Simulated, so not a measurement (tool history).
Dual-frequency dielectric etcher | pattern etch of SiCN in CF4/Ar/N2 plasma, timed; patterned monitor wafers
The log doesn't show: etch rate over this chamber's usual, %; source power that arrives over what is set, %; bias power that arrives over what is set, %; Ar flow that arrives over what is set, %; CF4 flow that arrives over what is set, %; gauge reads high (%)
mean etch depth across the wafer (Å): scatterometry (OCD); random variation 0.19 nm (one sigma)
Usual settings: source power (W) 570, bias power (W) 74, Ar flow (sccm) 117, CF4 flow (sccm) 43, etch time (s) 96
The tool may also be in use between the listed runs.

run,hour,source power (W),bias power (W),Ar flow (sccm),CF4 flow (sccm),etch time (s),wafers since the last listed run,hours since the last wet clean,hours since the last source power generator calibration,hours since the last bias power generator calibration,hours since the last Ar flow controller change,hours since the last CF4 flow controller change,hours since the last upper electrode change,hours since the gauge calibration,"read-back reference wafer on the same gauge, depth_nm",mean etch depth across the wafer (Å)
1,0,570,74,117,43,96,0,20.2,2815.8,2584,2665.2,4698.3,3589.2,453.3,85.9,904
2,54,570,74,117,43,96,705,74.2,2869.8,2638,2719.2,4752.3,3643.2,507.3,85.9,901
3,107.3,570,74,117,43,96,696,127.5,2923.1,2691.3,2772.5,4805.6,3696.5,560.6,85.9,902
4,146.5,570,74,117,43,96,511,166.7,2962.3,2730.5,2811.7,4844.8,3735.7,599.8,85.9,904
5,189.9,570,74,117,43,96,566,210.1,3005.7,2773.9,2855.1,4888.2,3779.1,643.2,85.9,906
6,261.3,570,74,117,43,96,932,281.5,3077.1,2845.3,2926.5,4959.6,3850.5,714.6,85.9,904
# hour 327.6: CF4 flow controller replaced
7,328.1,570,74,117,43,96,794,348.3,3143.9,2912.1,2993.3,0.5,3917.3,781.4,85.9,908
# hour 377.8: wet clean of the chamber
8,390.7,570,74,117,43,96,504,12.9,3206.5,2974.7,3055.9,63.1,3979.9,844,85.9,887
# hour 400.5: source power generator calibrated
9,451.7,570,74,117,43,96,744,73.9,51.2,3035.7,3116.9,124.1,4040.9,905,85.9,885
10,520.3,570,91,117,35,110,895,142.5,119.8,3104.3,3185.5,192.7,4109.5,973.6,85.9,1062
# hour 574.2: wet clean of the chamber, repeated, since the last time left the tool worse
11,588.7,460,74,117,43,96,579,14.5,188.2,3172.7,3253.9,261.1,4177.9,1042,86,747
# hour 613.9: Ar flow controller replaced
# hour 626.4: upper electrode replaced
12,652.4,460,74,117,43,96,590,78.2,251.9,3236.4,38.5,324.8,26,1105.7,85.9,749
13,707.5,490,74,117,43,110,719,133.3,307,3291.5,93.6,379.9,81.1,1160.8,85.9,909
# hour 715.8: bias power generator calibrated
# hour 751.8: gauge calibrated
14,757.7,570,59,117,35,114,603,183.5,357.2,41.9,143.8,430.1,131.3,5.9,85.9,969
# hour 932.5: wet clean of the chamber
15,955.7,570,81,117,43,96,2272,23.2,555.2,239.9,341.8,628.1,329.3,203.9,85.9,930
16,987.3,630,74,144,48,96,412,54.8,586.8,271.5,373.4,659.7,360.9,235.5,85.9,969
17,1036.5,690,74,117,36,74,642,104,636,320.7,422.6,708.9,410.1,284.7,85.9,799
18,1072.6,690,63,117,47,96,471,140.1,672.1,356.8,458.7,745,446.2,320.8,85.9,1031

Hidden state or all else? Some run-to-run changes of mean etch depth across the wafer (Å), split into what the settings, what came in and random variation would give without the hidden state, and what is left for the hidden state (with any gauge scatter that isn't in both results):
Run 7 -> 8: wet clean of the chamber. mean etch depth across the wafer (Å) -21: hidden state -21, all else +0.
Run 10 -> 11: source power (W) 570 -> 460, bias power (W) 91 -> 74, CF4 flow (sccm) 35 -> 43, etch time (s) 110 -> 96, wet clean of the chamber, repeated, since the last time left the tool worse. mean etch depth across the wafer (Å) -315: hidden state +13, all else -328.
